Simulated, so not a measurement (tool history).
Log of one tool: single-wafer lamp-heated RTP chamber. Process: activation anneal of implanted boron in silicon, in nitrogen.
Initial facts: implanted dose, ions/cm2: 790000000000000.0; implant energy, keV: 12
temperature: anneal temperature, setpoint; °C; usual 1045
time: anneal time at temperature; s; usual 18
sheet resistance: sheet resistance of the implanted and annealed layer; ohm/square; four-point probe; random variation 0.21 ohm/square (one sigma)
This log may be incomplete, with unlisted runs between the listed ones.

| run | hour | temperature | time | wafers since the last listed run | wafers since the last pyrometer calibration | wafers since the reflector plate was cleaned | hours since the gauge calibration | read-back reference wafer on the same gauge, sheet resistance | sheet resistance |
|---|---|---|---|---|---|---|---|---|---|
| 1 | 0 | 1045 | 18 | 0 | 220 | 7243 | 90.4 | 115.05 | 142.4 |
| 2 | 28.8 | 1045 | 18 | 439 | 659 | 7682 | 119.2 | 115.04 | 141.67 |
| 3 | 56.1 | 1045 | 18 | 416 | 1076 | 8098 | 146.5 | 115.04 | 141.52 |
| 4 | 75.4 | 1045 | 18 | 294 | 1370 | 8392 | 165.8 | 114.95 | 141.61 |
| 5 | 100.7 | 1045 | 18 | 385 | 1756 | 8778 | 191.1 | 115.06 | 141.59 |
|  | 117.6 | pyrometer window cleaned and pyrometer calibrated |
| 6 | 123.7 | 1045 | 23 | 228 | 92 | 9007 | 214.1 | 114.99 | 141.64 |
| 7 | 137.8 | 1045 | 23 | 214 | 307 | 9222 | 228.2 | 115.04 | 141.37 |
| 8 | 159.7 | 1045 | 23 | 333 | 641 | 9555 | 250.1 | 115 | 141.35 |
| 9 | 187.1 | 1034 | 11 | 417 | 1059 | 9973 | 277.5 | 115.01 | 143.8 |
| 10 | 209.9 | 1045 | 18 | 347 | 1407 | 10321 | 300.3 | 114.91 | 141.21 |
| 11 | 225.8 | 1045 | 18 | 242 | 1649 | 10563 | 316.2 | 115.01 | 141.06 |
| 12 | 250.5 | 1023 | 21 | 376 | 2026 | 10940 | 340.9 | 114.97 | 142.83 |
|  | 267 | reflector plate cleaned |
| 13 | 267.5 | 1026 | 18 | 137 | 2163 | 8 | 357.9 | 114.9 | 142.87 |
|  | 277.2 | gauge calibrated |
|  | 279.3 | pyrometer window cleaned and pyrometer calibrated |
| 14 | 299 | 1045 | 18 | 358 | 299 | 366 | 21.8 | 114.94 | 141.75 |
| 15 | 319.4 | 1045 | 18 | 311 | 610 | 677 | 42.2 | 115 | 141.92 |
| 16 | 345.4 | 1027 | 27 | 396 | 1007 | 1074 | 68.2 | 115 | 141.87 |
|  | 418.7 | pyrometer window cleaned and pyrometer calibrated |
| 17 | 436.9 | 1026 | 23 | 1273 | 278 | 2347 | 159.7 | 114.91 | 143.08 |
| 18 | 465.5 | 1053 | 9 | 436 | 714 | 2783 | 188.3 | 115.05 | 142.94 |
| 19 | 494.2 | 1056 | 15 | 437 | 1151 | 3220 | 217 | 115.05 | 141.38 |
| 20 | 524.3 | 1059 | 18 | 458 | 1610 | 3679 | 247.1 | 115.04 | 141.16 |

What if the next run were any one of these 5? Each begins from the tool's condition after run 20:
| A | 524.7 | 1045 | 18 | 6 | 1616 | 3685 | 247.5 | ? | ? |
| B | 524.7 | 1028 | 10 | 6 | 1616 | 3685 | 247.5 | ? | ? |
| C | 524.7 | 1065 | 15 | 6 | 1616 | 3685 | 247.5 | ? | ? |
| D | 524.7 | 1071 | 10 | 6 | 1616 | 3685 | 247.5 | ? | ? |
| E | 524.7 | 1045 | 12 | 6 | 1616 | 3685 | 247.5 | ? | ? |

| run | read-back reference wafer on the same gauge, sheet resistance | sheet resistance |
|---|---|---|
| A | 115.02 | 141.51 |
| B | 115.02 | 143.93 |
| C | 115.02 | 141.09 |
| D | 115.02 | 141.64 |
| E | 115.02 | 142.48 |
Stripped of hidden state, with their random variation kept, the same runs would have yielded:
| run | sheet resistance |
|---|---|
| A | 142.26 |
| B | 145.01 |
| C | 141.56 |
| D | 142.1 |
| E | 143.2 |

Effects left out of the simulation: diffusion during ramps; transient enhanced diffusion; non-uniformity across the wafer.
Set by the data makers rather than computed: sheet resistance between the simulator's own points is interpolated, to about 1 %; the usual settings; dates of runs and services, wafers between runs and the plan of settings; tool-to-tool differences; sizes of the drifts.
